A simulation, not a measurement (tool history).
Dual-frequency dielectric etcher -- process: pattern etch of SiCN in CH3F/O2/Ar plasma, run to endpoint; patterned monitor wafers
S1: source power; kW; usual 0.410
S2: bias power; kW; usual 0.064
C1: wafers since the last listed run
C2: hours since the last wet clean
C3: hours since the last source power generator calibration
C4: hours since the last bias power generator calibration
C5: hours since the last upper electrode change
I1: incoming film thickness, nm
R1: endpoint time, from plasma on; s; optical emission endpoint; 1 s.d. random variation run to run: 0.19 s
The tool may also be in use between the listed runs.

Run 1, hour 0.0: usual settings but S1 0.380 kW; C1 0; C2 17.7; C3 3240.7; C4 3352.2; C5 5753.8; I1 11.30. Result: R1 32.3 s.
Run 2, hour 12.2: usual settings; C1 209; C2 29.9; C3 3252.9; C4 3364.4; C5 5766.0; I1 11.36. Result: R1 31.0 s.
Run 3, hour 35.4: usual settings; C1 398; C2 53.1; C3 3276.1; C4 3387.6; C5 5789.2; I1 11.34. Result: R1 30.9 s.
Run 4, hour 53.8: usual settings; C1 315; C2 71.5; C3 3294.5; C4 3406.0; C5 5807.6; I1 11.27. Result: R1 30.3 s.
Run 5, hour 70.6: usual settings but S1 0.470 kW; C1 288; C2 88.3; C3 3311.3; C4 3422.8; C5 5824.4; I1 11.26. Result: R1 28.2 s.
Run 6, hour 89.5: usual settings but S1 0.470 kW; C1 324; C2 107.2; C3 3330.2; C4 3441.7; C5 5843.3; I1 11.35. Result: R1 28.4 s.
Run 7, hour 110.0: usual settings but S1 0.470 kW; C1 351; C2 127.7; C3 3350.7; C4 3462.2; C5 5863.8; I1 11.30. Result: R1 28.4 s.
Run 8, hour 125.3: usual settings but S1 0.460 kW; C1 262; C2 143.0; C3 3366.0; C4 3477.5; C5 5879.1; I1 11.21. Result: R1 28.7 s.
Run 9, hour 161.2: usual settings but S1 0.460 kW; C1 616; C2 178.9; C3 3401.9; C4 3513.4; C5 5915.0; I1 11.33. Result: R1 28.8 s.
Run 10, hour 186.1: usual settings; C1 427; C2 203.8; C3 3426.8; C4 3538.3; C5 5939.9; I1 11.35. Result: R1 30.6 s.
Run 11, hour 199.6: usual settings; C1 231; C2 217.3; C3 3440.3; C4 3551.8; C5 5953.4; I1 11.23. Result: R1 30.1 s.
At hour 207.3: source power generator calibrated.
Run 12, hour 223.0: usual settings; C1 332; C2 240.7; C3 15.7; C4 3575.2; C5 5976.8; I1 11.46. Result: R1 30.7 s.
At hour 234.1: bias power generator calibrated.
Run 13, hour 248.8: usual settings but S1 0.460 kW, S2 0.068 kW; C1 374; C2 266.5; C3 41.5; C4 14.7; C5 6002.6; I1 11.29. Result: R1 27.9 s.
Run 14, hour 276.9: usual settings but S1 0.510 kW; C1 482; C2 294.6; C3 69.6; C4 42.8; C5 6030.7; I1 11.30. Result: R1 27.4 s.
Run 15, hour 295.1: usual settings; C1 312; C2 312.8; C3 87.8; C4 61.0; C5 6048.9; I1 11.39. Result: R1 30.5 s.
At hour 339.5: upper electrode replaced.
Run 16, hour 340.0: usual settings but S1 0.460 kW, S2 0.080 kW; C1 358; C2 357.7; C3 132.7; C4 105.9; C5 0.5; I1 11.37. Result: R1 25.9 s.
Run 17, hour 344.5: usual settings but S1 0.320 kW; C1 77; C2 362.2; C3 137.2; C4 110.4; C5 5.0; I1 11.36. Result: R1 35.8 s.
Run 18, hour 361.5: usual settings but S1 0.310 kW, S2 0.077 kW; C1 291; C2 379.2; C3 154.2; C4 127.4; C5 22.0; I1 11.28. Result: R1 33.2 s.
Run 19, hour 384.7: usual settings but S1 0.450 kW, S2 0.051 kW; C1 398; C2 402.4; C3 177.4; C4 150.6; C5 45.2; I1 11.37. Result: R1 33.0 s.
Run 20, hour 398.4: usual settings but S1 0.380 kW, S2 0.073 kW; C1 235; C2 416.1; C3 191.1; C4 164.3; C5 58.9; I1 11.41. Result: R1 30.5 s.
Run 21, hour 418.0: usual settings; C1 336; C2 435.7; C3 210.7; C4 183.9; C5 78.5; I1 11.40. Result: R1 30.9 s.
At hour 450.9: wet clean of the chamber.
Run 22, hour 453.6: usual settings but S1 0.380 kW, S2 0.059 kW; C1 199; C2 2.7; C3 246.3; C4 219.5; C5 114.1; I1 11.31. Result: R1 33.4 s.
Run 23, hour 467.9: usual settings but S1 0.440 kW, S2 0.077 kW; C1 245; C2 17.0; C3 260.6; C4 233.8; C5 128.4; I1 11.25. Result: R1 26.9 s.
Run 24, hour 487.6: usual settings but S1 0.470 kW; C1 338; C2 36.7; C3 280.3; C4 253.5; C5 148.1; I1 11.21. Result: R1 28.4 s.
Run 25, hour 521.0: usual settings but S1 0.460 kW; C1 573; C2 70.1; C3 313.7; C4 286.9; C5 181.5; I1 11.31. Result: R1 28.7 s.
Run 26, hour 533.2: usual settings but S1 0.320 kW, S2 0.056 kW; C1 209; C2 82.3; C3 325.9; C4 299.1; C5 193.7; I1 11.37. Result: R1 38.7 s.
Run 27, hour 549.5: usual settings; C1 279; C2 98.6; C3 342.2; C4 315.4; C5 210.0; I1 11.45. Result: R1 31.0 s.
Run 28, hour 564.0: usual settings but S1 0.460 kW, S2 0.056 kW; C1 248; C2 113.1; C3 356.7; C4 329.9; C5 224.5; I1 11.37. Result: R1 31.2 s.
Run 29, hour 583.0: usual settings; C1 326; C2 132.1; C3 375.7; C4 348.9; C5 243.5; I1 11.34. Result: R1 30.6 s.
Run 30, hour 595.3: usual settings but S2 0.052 kW; C1 211; C2 144.4; C3 388.0; C4 361.2; C5 255.8; I1 11.36. Result: R1 34.0 s.
Run 31, hour 623.3: usual settings but S1 0.320 kW, S2 0.053 kW; C1 480; C2 172.4; C3 416.0; C4 389.2; C5 283.8; I1 11.24. Result: R1 38.7 s.
Run 32, hour 637.7: usual settings; C1 247; C2 186.8; C3 430.4; C4 403.6; C5 298.2; I1 11.23. Result: R1 30.5 s.
Run 33, hour 668.0: usual settings but S1 0.350 kW, S2 0.074 kW; C1 520; C2 217.1; C3 460.7; C4 433.9; C5 328.5; I1 11.43. Result: R1 31.3 s.
Run 34, hour 698.1: usual settings; C1 516; C2 247.2; C3 490.8; C4 464.0; C5 358.6; I1 11.23. Result: R1 30.2 s.
Run 35, hour 721.2: usual settings but S1 0.450 kW, S2 0.079 kW; C1 396; C2 270.3; C3 513.9; C4 487.1; C5 381.7; I1 11.32. Result: R1 26.4 s.

What differs in the tool's unlogged condition from the final listed run ahead of each entry between runs to the first listed run following it?
Runs 11 to 12: source power generator calibrated (hour 207.3)
  both runs share identical hidden conditions
Runs 12 to 13: bias power generator calibrated (hour 234.1)
  both runs share identical hidden conditions
Runs 15 to 16: upper electrode replaced (hour 339.5)
  both runs share identical hidden conditions
Runs 21 to 22: wet clean of the chamber (hour 450.9)
  both runs share identical hidden conditions
